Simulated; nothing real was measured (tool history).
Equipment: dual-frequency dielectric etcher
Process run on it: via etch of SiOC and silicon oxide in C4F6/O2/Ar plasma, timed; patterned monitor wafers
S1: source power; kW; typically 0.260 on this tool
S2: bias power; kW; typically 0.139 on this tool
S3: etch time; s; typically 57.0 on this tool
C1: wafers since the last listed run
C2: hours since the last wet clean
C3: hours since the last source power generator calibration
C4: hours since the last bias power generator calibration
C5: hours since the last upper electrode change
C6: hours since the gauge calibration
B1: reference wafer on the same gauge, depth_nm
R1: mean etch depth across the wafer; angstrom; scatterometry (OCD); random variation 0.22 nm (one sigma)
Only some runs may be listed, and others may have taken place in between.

run    hour     S1     S2    S3    C1     C2      C3      C4      C5     C6    B1   R1
  1     0.0  0.260  0.139  57.0     0  350.4  3389.9   709.0  3281.3  818.8  40.9  509
  2    62.7  0.260  0.139  57.0   500  413.1  3452.6   771.7  3344.0  881.5  41.1  511
       94.3  -- gauge calibrated
      129.6  -- wet clean of the chamber
  3   132.0  0.260  0.139  57.0   361    2.4  3521.9   841.0  3413.3   37.7  40.0  496
  4   224.0  0.290  0.139  63.0   734   94.4  3613.9   933.0  3505.3  129.7  40.0  587
  5   325.5  0.290  0.139  63.0   810  195.9  3715.4  1034.5  3606.8  231.2  40.1  582
  6   384.2  0.290  0.139  63.0   468  254.6  3774.1  1093.2  3665.5  289.9  40.1  589
      559.1  -- wet clean of the chamber
  7   573.7  0.260  0.139  64.0  1321   14.6  3963.6  1282.7  3855.0  479.4  40.3  564
  8   648.0  0.250  0.139  57.0   593   88.9  4037.9  1357.0  3929.3  553.7  40.4  495
  9   694.1  0.250  0.139  57.0   368  135.0  4084.0  1403.1  3975.4  599.8  40.5  488
      706.5  -- source power generator calibrated
 10   786.8  0.230  0.139  46.0   708  227.7    80.3  1495.8  4068.1  692.5  40.7  377
 11   887.3  0.260  0.139  57.0   802  328.2   180.8  1596.3  4168.6  793.0  41.0  510
      918.8  -- upper electrode replaced
 12   926.5  0.260  0.139  57.0   121  367.4   220.0  1635.5     7.7  832.2  41.1  507
      976.3  -- bias power generator calibrated
     1097.7  -- wet clean of the chamber
     1141.5  -- gauge calibrated
 13  1147.8  0.210  0.139  46.0  1543   50.1   441.3   171.5   229.0    6.3  40.0  349
 14  1236.2  0.280  0.155  57.0   705  138.5   529.7   259.9   317.4   94.7  40.0  538
 15  1281.0  0.300  0.152  70.5   357  183.3   574.5   304.7   362.2  139.5  40.0  690
 16  1332.5  0.260  0.139  57.0   411  234.8   626.0   356.2   413.7  191.0  40.1  500
 17  1379.4  0.260  0.139  45.5   374  281.7   672.9   403.1   460.6  237.9  40.1  399
 18  1449.6  0.260  0.139  57.0   560  351.9   743.1   473.3   530.8  308.1  40.1  498

What if the next run were any one of these 4? Each begins from the tool's condition after run 18:
  A  1450.0  0.260  0.139  57.0   3  352.3  743.5  473.7  531.2  308.5   ?   ?
  B  1450.0  0.320  0.139  73.0   3  352.3  743.5  473.7  531.2  308.5   ?   ?
  C  1450.0  0.240  0.120  67.0   3  352.3  743.5  473.7  531.2  308.5   ?   ?
  D  1450.0  0.300  0.139  57.0   3  352.3  743.5  473.7  531.2  308.5   ?   ?

run    B1   R1
  A  40.2  497
  B  40.2  720
  C  40.2  521
  D  40.2  542
What these runs would have given with no unlogged condition in the tool:
run   R1
  A  495
  B  717
  C  519
  D  540
